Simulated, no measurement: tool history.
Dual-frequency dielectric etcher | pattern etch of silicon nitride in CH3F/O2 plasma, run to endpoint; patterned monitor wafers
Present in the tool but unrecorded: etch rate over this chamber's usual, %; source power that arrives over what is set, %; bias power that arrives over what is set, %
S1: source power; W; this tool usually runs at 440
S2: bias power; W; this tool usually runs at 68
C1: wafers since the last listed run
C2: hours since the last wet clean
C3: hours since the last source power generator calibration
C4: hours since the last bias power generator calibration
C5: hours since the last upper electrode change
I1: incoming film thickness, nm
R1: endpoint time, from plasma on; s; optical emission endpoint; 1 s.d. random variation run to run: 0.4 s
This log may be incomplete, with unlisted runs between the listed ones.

| run | hour | S1 | S2 | C1 | C2 | C3 | C4 | C5 | I1 | R1 |
|---|---|---|---|---|---|---|---|---|---|---|
| 1 | 0 | 440 | 68 | 0 | 194.9 | 1306.6 | 3229.7 | 1982.5 | 84.1 | 89.3 |
| 2 | 80.2 | 440 | 68 | 608 | 275.1 | 1386.8 | 3309.9 | 2062.7 | 83.9 | 89.5 |
| 3 | 139.7 | 440 | 68 | 451 | 334.6 | 1446.3 | 3369.4 | 2122.2 | 83.9 | 90.1 |
|  | 212.2 | source power generator calibrated |
| 4 | 219.8 | 440 | 68 | 577 | 414.7 | 7.6 | 3449.5 | 2202.3 | 84.2 | 90.1 |
| 5 | 262.9 | 440 | 68 | 327 | 457.8 | 50.7 | 3492.6 | 2245.4 | 84.6 | 92 |
| 6 | 344.2 | 440 | 68 | 616 | 539.1 | 132 | 3573.9 | 2326.7 | 84.2 | 92.4 |
|  | 417.6 | wet clean of the chamber |
| 7 | 449.7 | 440 | 68 | 618 | 32.1 | 237.5 | 3679.4 | 2432.2 | 84.2 | 86.8 |
| 8 | 577.8 | 440 | 68 | 972 | 160.2 | 365.6 | 3807.5 | 2560.3 | 83.9 | 87.6 |
| 9 | 647.6 | 440 | 79 | 529 | 230 | 435.4 | 3877.3 | 2630.1 | 83.8 | 83.5 |
| 10 | 900.4 | 440 | 79 | 1918 | 482.8 | 688.2 | 4130.1 | 2882.9 | 84.7 | 86.1 |
| 11 | 959.4 | 440 | 79 | 447 | 541.8 | 747.2 | 4189.1 | 2941.9 | 84.2 | 86.3 |
|  | 993.7 | wet clean of the chamber |
| 12 | 1000.3 | 440 | 68 | 128 | 6.6 | 788.1 | 4230 | 2982.8 | 83.6 | 85 |
| 13 | 1068.5 | 440 | 68 | 517 | 74.8 | 856.3 | 4298.2 | 3051 | 84.5 | 87.5 |
|  | 1094.5 | upper electrode replaced, of another model than before |
| 14 | 1144.5 | 440 | 68 | 394 | 150.8 | 932.3 | 4374.2 | 50 | 83.3 | 86.1 |
| 15 | 1219.6 | 440 | 68 | 569 | 225.9 | 1007.4 | 4449.3 | 125.1 | 83.8 | 87.5 |
|  | 1226 | bias power generator calibrated |
| 16 | 1323 | 440 | 68 | 754 | 329.3 | 1110.8 | 97 | 228.5 | 83.3 | 87.7 |
| 17 | 1382.3 | 340 | 68 | 449 | 388.6 | 1170.1 | 156.3 | 287.8 | 84.1 | 92.6 |
| 18 | 1468.1 | 440 | 76 | 651 | 474.4 | 1255.9 | 242.1 | 373.6 | 83.8 | 84.6 |
| 19 | 1504.4 | 520 | 78 | 275 | 510.7 | 1292.2 | 278.4 | 409.9 | 83.8 | 81.4 |
| 20 | 1585.1 | 500 | 79 | 612 | 591.4 | 1372.9 | 359.1 | 490.6 | 84.7 | 83.4 |
|  | 1640.5 | wet clean of the chamber |
| 21 | 1712.5 | 440 | 58 | 784 | 72 | 1500.3 | 486.5 | 618 | 83.3 | 95.1 |
|  | 1735.4 | source power generator calibrated |
| 22 | 1814.3 | 440 | 68 | 742 | 173.8 | 78.9 | 588.3 | 719.8 | 84 | 88.5 |
| 23 | 1879.2 | 330 | 75 | 492 | 238.7 | 143.8 | 653.2 | 784.7 | 84.2 | 88.2 |
| 24 | 1920.2 | 440 | 68 | 311 | 279.7 | 184.8 | 694.2 | 825.7 | 83.8 | 89.3 |
| 25 | 1969.7 | 440 | 68 | 375 | 329.2 | 234.3 | 743.7 | 875.2 | 83.9 | 89.8 |
| 26 | 2072.4 | 440 | 68 | 779 | 431.9 | 337 | 846.4 | 977.9 | 83.8 | 90.6 |
| 27 | 2128.1 | 540 | 83 | 422 | 487.6 | 392.7 | 902.1 | 1033.6 | 83.5 | 79.2 |
| 28 | 2168.2 | 440 | 53 | 304 | 527.7 | 432.8 | 942.2 | 1073.7 | 83.5 | 105.4 |
| 29 | 2230.1 | 360 | 51 | 469 | 589.6 | 494.7 | 1004.1 | 1135.6 | 84.8 | 114.1 |
|  | 2282.6 | wet clean of the chamber |
| 30 | 2319 | 440 | 68 | 492 | 36.4 | 583.6 | 1093 | 1224.5 | 83.1 | 86 |
| 31 | 2402.4 | 470 | 84 | 632 | 119.8 | 667 | 1176.4 | 1307.9 | 83.7 | 77.1 |
| 32 | 2478.4 | 490 | 55 | 576 | 195.8 | 743 | 1252.4 | 1383.9 | 83.1 | 96.9 |
| 33 | 2537.3 | 470 | 53 | 446 | 254.7 | 801.9 | 1311.3 | 1442.8 | 84.1 | 101.6 |
| 34 | 2583.9 | 440 | 54 | 353 | 301.3 | 848.5 | 1357.9 | 1489.4 | 83.8 | 102.3 |

Entry by entry between the runs, the difference in hidden state between the last listed run before and the first listed run after:
Logged between run 3 and run 4: source power generator calibrated (hour 212.2)
  etch rate over this chamber's usual, %: -3.67 -> -4.41
  the result without the hidden state subtracted from the measured one, R1: +3.3 -> +4 s
Logged between run 6 and run 7: wet clean of the chamber (hour 417.6)
  etch rate over this chamber's usual, %: -5.57 -> 0.0695
  the result without the hidden state subtracted from the measured one, R1: +5.2 -> +0 s
Logged between run 11 and run 12: wet clean of the chamber (hour 993.7)
  etch rate over this chamber's usual, %: -4.67 -> 0.543
  the result without the hidden state subtracted from the measured one, R1: +4.1 -> -0.5 s
Logged between run 13 and run 14: upper electrode replaced, of another model than before (hour 1094.5)
  etch rate over this chamber's usual, %: -0.0902 -> -0.796
  the result without the hidden state subtracted from the measured one, R1: +0.1 -> +0.7 s
Logged between run 15 and run 16: bias power generator calibrated (hour 1226)
  etch rate over this chamber's usual, %: -1.49 -> -2.45
  the result without the hidden state subtracted from the measured one, R1: +1.3 -> +2.1 s
Logged between run 20 and run 21: wet clean of the chamber (hour 1640.5)
  etch rate over this chamber's usual, %: -4.89 -> -1.48
  the result without the hidden state subtracted from the measured one, R1: +4.1 -> +1.4 s
Logged between run 21 and run 22: source power generator calibrated (hour 1735.4)
  etch rate over this chamber's usual, %: -1.48 -> -2.42
  the result without the hidden state subtracted from the measured one, R1: +1.4 -> +2.2 s
Logged between run 29 and run 30: wet clean of the chamber (hour 2282.6)
  etch rate over this chamber's usual, %: -6.29 -> -0.394
  the result without the hidden state subtracted from the measured one, R1: +7.1 -> +0.3 s
